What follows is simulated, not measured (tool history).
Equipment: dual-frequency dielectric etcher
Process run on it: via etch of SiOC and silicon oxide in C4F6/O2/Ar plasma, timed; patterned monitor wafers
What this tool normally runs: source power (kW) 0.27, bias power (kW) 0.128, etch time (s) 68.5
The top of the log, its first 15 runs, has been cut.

run     day  source power (kW)  bias power (kW)  etch time (s)  read-back reference wafer on the same gauge, depth_nm  mean etch depth across the wafer (nm)
      7.646  -- upper electrode replaced
        8.6  -- wet clean of the chamber
 16   8.621               0.27            0.128           68.5                                                     60                                   61.3
 17   8.638               0.27            0.128             49                                                     60                                     44
 18   9.658               0.27            0.128           68.5                                                     60                                     61
 19   9.908                0.3            0.128           68.5                                                     60                                   63.9
 20  10.492               0.27            0.128           68.5                                                   59.9                                   61.2
 21  11.104               0.27            0.128           68.5                                                     60                                   61.7
 22  11.833                0.2            0.139             63                                                   59.9                                     54
 23  12.317               0.24            0.139             82                                                     60                                   73.9
 24  12.592                0.3            0.158             74                                                     60                                   76.6
 25  12.921               0.31            0.102             54                                                     60                                   45.5
 26  13.304               0.21            0.106           68.5                                                     60                                   51.9
 27  14.046               0.27            0.106           68.5                                                   59.9                                   56.6
 28  14.688               0.25            0.145           68.5                                                     60                                   64.1
 29  15.338               0.22            0.128             81                                                     60                                   68.3
 30  15.842               0.27            0.128           49.5                                                     60                                   44.8

For run 31, what comes out?
 31  16.504               0.27            0.128             76                                                      ?                                      ?

Run 31 produced read-back reference wafer on the same gauge, depth_nm 60.1, mean etch depth across the wafer (nm) 69.
Were there no unlogged condition in the tool, this run, its random variation unchanged, would have produced mean etch depth across the wafer (nm) 67.8.

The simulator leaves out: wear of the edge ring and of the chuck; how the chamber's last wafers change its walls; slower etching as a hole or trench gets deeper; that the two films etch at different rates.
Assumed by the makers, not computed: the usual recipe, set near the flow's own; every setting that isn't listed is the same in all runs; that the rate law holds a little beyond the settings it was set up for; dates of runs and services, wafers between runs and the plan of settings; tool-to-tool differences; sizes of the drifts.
